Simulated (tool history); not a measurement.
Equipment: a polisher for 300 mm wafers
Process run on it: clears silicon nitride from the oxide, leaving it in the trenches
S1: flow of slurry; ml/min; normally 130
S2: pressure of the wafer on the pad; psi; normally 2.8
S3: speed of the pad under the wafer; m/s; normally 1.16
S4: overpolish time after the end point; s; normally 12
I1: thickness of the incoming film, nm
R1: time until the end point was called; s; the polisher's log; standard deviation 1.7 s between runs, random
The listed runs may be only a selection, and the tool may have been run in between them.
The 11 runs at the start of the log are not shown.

{"hour": 577.2, "done": "worn pad replaced by a new one"}
{"run": 12, "hour": 671.7, "S1": 120, "S2": 3.2, "S3": 1.16, "S4": 12, "I1": 161.9, "R1": 141.6}
{"run": 13, "hour": 699.3, "S1": 130, "S2": 2.8, "S3": 1.16, "S4": 12, "I1": 159.0, "R1": 154.5}
{"run": 14, "hour": 737.8, "S1": 130, "S2": 2.8, "S3": 1.16, "S4": 12, "I1": 158.9, "R1": 159.0}
{"run": 15, "hour": 791.7, "S1": 130, "S2": 2.8, "S3": 1.16, "S4": 12, "I1": 160.1, "R1": 163.8}
{"hour": 842.0, "done": "slurry nozzle cleaned"}
{"run": 16, "hour": 858.3, "S1": 130, "S2": 2.8, "S3": 1.16, "S4": 12, "I1": 161.9, "R1": 167.2}
{"run": 17, "hour": 916.4, "S1": 115, "S2": 2.5, "S3": 1.16, "S4": 12, "I1": 161.6, "R1": 198.4}
{"hour": 944.1, "done": "head pressure recalibrated"}
{"run": 18, "hour": 945.7, "S1": 100, "S2": 2.4, "S3": 1.36, "S4": 12, "I1": 160.4, "R1": 160.8}
{"hour": 967.5, "done": "worn pad replaced by a new one"}
{"run": 19, "hour": 1010.8, "S1": 130, "S2": 2.1, "S3": 1.16, "S4": 12, "I1": 159.3, "R1": 194.6}
{"run": 20, "hour": 1201.9, "S1": 170, "S2": 2.8, "S3": 0.92, "S4": 18, "I1": 163.6, "R1": 185.2}
{"hour": 1219.8, "done": "slurry nozzle cleaned"}
{"run": 21, "hour": 1230.8, "S1": 130, "S2": 3.7, "S3": 0.78, "S4": 16, "I1": 159.9, "R1": 167.4}
{"run": 22, "hour": 1280.1, "S1": 130, "S2": 2.8, "S3": 1.36, "S4": 12, "I1": 162.6, "R1": 131.4}
{"run": 23, "hour": 1329.1, "S1": 130, "S2": 1.9, "S3": 1.16, "S4": 12, "I1": 159.2, "R1": 235.8}
{"run": 24, "hour": 1354.1, "S1": 130, "S2": 2.8, "S3": 1.16, "S4": 12, "I1": 160.4, "R1": 158.5}
{"hour": 1401.3, "done": "worn pad replaced by a new one"}
{"run": 25, "hour": 1424.4, "S1": 130, "S2": 2.8, "S3": 1.16, "S4": 12, "I1": 158.6, "R1": 151.9}
{"run": 26, "hour": 1463.4, "S1": 165, "S2": 2.8, "S3": 1.16, "S4": 12, "I1": 160.1, "R1": 145.6}
{"run": 27, "hour": 1502.8, "S1": 130, "S2": 2.8, "S3": 1.16, "S4": 12, "I1": 160.4, "R1": 153.2}
{"run": 28, "hour": 1571.6, "S1": 155, "S2": 2.5, "S3": 1.38, "S4": 10, "I1": 160.4, "R1": 139.6}
{"run": 29, "hour": 1608.3, "S1": 130, "S2": 2.8, "S3": 1.32, "S4": 12, "I1": 157.8, "R1": 138.1}
{"hour": 1645.3, "done": "slurry nozzle cleaned"}
{"run": 30, "hour": 1671.8, "S1": 130, "S2": 2.8, "S3": 1.16, "S4": 12, "I1": 160.7, "R1": 162.1}
{"run": 31, "hour": 1697.1, "S1": 130, "S2": 2.8, "S3": 1.16, "S4": 10, "I1": 162.7, "R1": 162.9}
{"run": 32, "hour": 1741.9, "S1": 140, "S2": 1.9, "S3": 1.4, "S4": 18, "I1": 161.2, "R1": 199.1}
{"run": 33, "hour": 1780.0, "S1": 130, "S2": 2.8, "S3": 1.16, "S4": 12, "I1": 160.4, "R1": 166.0}
{"run": 34, "hour": 1809.1, "S1": 105, "S2": 2.4, "S3": 0.86, "S4": 10, "I1": 156.7, "R1": 270.9}
{"hour": 1838.1, "done": "worn pad replaced by a new one"}
{"run": 35, "hour": 1878.0, "S1": 160, "S2": 3.3, "S3": 0.96, "S4": 12, "I1": 159.3, "R1": 157.8}
{"run": 36, "hour": 2005.5, "S1": 130, "S2": 2.8, "S3": 1.16, "S4": 19, "I1": 161.9, "R1": 165.7}

4 ways to go on from here, each from the tool as it stands after run 36. What would each give?
{"run": "A", "hour": 2006.0, "S1": 130, "S2": 3.5, "S3": 1.16, "S4": 12, "I1": 160.6, "R1": "?"}
{"run": "B", "hour": 2006.0, "S1": 160, "S2": 2.8, "S3": 1.28, "S4": 12, "I1": 160.6, "R1": "?"}
{"run": "C", "hour": 2006.0, "S1": 130, "S2": 2.2, "S3": 1.0, "S4": 12, "I1": 160.6, "R1": "?"}
{"run": "D", "hour": 2006.0, "S1": 90, "S2": 3.7, "S3": 1.0, "S4": 12, "I1": 160.6, "R1": "?"}

run=A R1=130.9
run=B R1=142.7
run=C R1=241.1
run=D R1=158.1
Had the tool no hidden state, the same runs would have come out as:
run=A R1=115.0
run=B R1=125.3
run=C R1=211.7
run=D R1=138.8
